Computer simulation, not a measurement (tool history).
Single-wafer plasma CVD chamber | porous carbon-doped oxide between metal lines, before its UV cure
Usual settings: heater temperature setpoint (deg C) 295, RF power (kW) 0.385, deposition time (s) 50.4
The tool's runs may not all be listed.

run,hour,heater temperature setpoint (deg C),RF power (kW),deposition time (s),"read-back reference wafer on the same gauge, thickness_nm",mean film thickness on the monitor wafer (angstrom)
1,0.0,295,0.385,50.4,164.972,2045.62
2,34.6,295,0.385,50.4,164.778,2050.74
3,92.8,295,0.385,50.4,164.529,2046.52
4,139.4,295,0.385,50.4,164.403,2051.36
5,184.3,295,0.385,50.4,163.930,2043.32
6,212.4,295,0.415,50.4,164.159,2195.14
7,241.3,295,0.385,50.4,163.719,2046.14
8,266.6,295,0.385,50.4,163.762,2027.25
9,294.8,295,0.385,50.4,163.516,2042.42
10,348.0,295,0.385,50.4,163.484,2039.40
11,412.7,295,0.385,50.4,163.473,2038.33
12,446.0,289,0.320,41.1,163.224,1424.60
13,496.8,282,0.330,59.5,163.045,2191.17
14,548.0,282,0.455,44.5,162.863,2222.32
15,583.9,302,0.350,47.6,162.876,1678.60
# hour 596.0: RF generator calibrated
16,624.8,280,0.440,54.6,162.704,2658.88
17,724.4,288,0.385,50.4,162.678,2100.11
18,753.5,291,0.420,55.6,162.678,2460.30
19,824.7,295,0.385,50.4,162.360,2015.39
20,875.6,295,0.385,50.4,162.160,2037.43
21,916.2,295,0.445,54.8,162.276,2516.47
22,979.9,295,0.310,50.4,162.131,1620.64
23,1024.8,295,0.385,50.4,162.213,2032.17
# hour 1071.7: showerhead replaced
24,1093.7,295,0.385,50.4,162.077,2014.06
# hour 1104.0: thermocouple changed; heater temperature recalibrated
# hour 1122.5: gauge calibrated
25,1183.4,282,0.445,41.3,169.202,2131.96
26,1239.4,295,0.360,43.3,168.430,1688.44
27,1452.8,295,0.355,40.4,166.623,1544.15
28,1494.2,295,0.440,50.4,166.521,2337.00
29,1550.2,299,0.385,50.4,166.022,2014.24
30,1613.3,295,0.360,50.4,165.625,1924.38
31,1638.5,300,0.360,45.8,165.525,1703.10
# hour 1679.3: RF generator calibrated
32,1694.7,295,0.355,50.4,165.169,1899.17
33,1764.9,295,0.385,50.4,164.797,2059.47
34,1829.7,306,0.430,42.2,164.719,1814.55

Measured less the same run without the tool's hidden state. The same run-to-run variation is in both; the gauge's scatter may not be:
The hidden state here: wafer temperature above the value expected at the setpoint (K); delivered RF power above the setpoint (%); gauge reads high (%).
run,mean film thickness on the monitor wafer (angstrom)
1,-49.33
2,-51.99
3,-55.81
4,-58.82
5,-61.13
6,-67.29
7,-64.19
8,-64.81
9,-66.60
10,-68.78
11,-71.25
12,-50.62
13,-79.67
14,-82.48
15,-63.12
16,-101.38
17,-82.44
18,-97.29
19,-81.02
20,-82.77
21,-103.00
22,-67.06
23,-84.65
24,-84.69
25,-0.05
26,-6.10
27,-22.49
28,-38.01
29,-37.03
30,-39.52
31,-36.34
32,-43.66
33,-51.16
34,-47.84
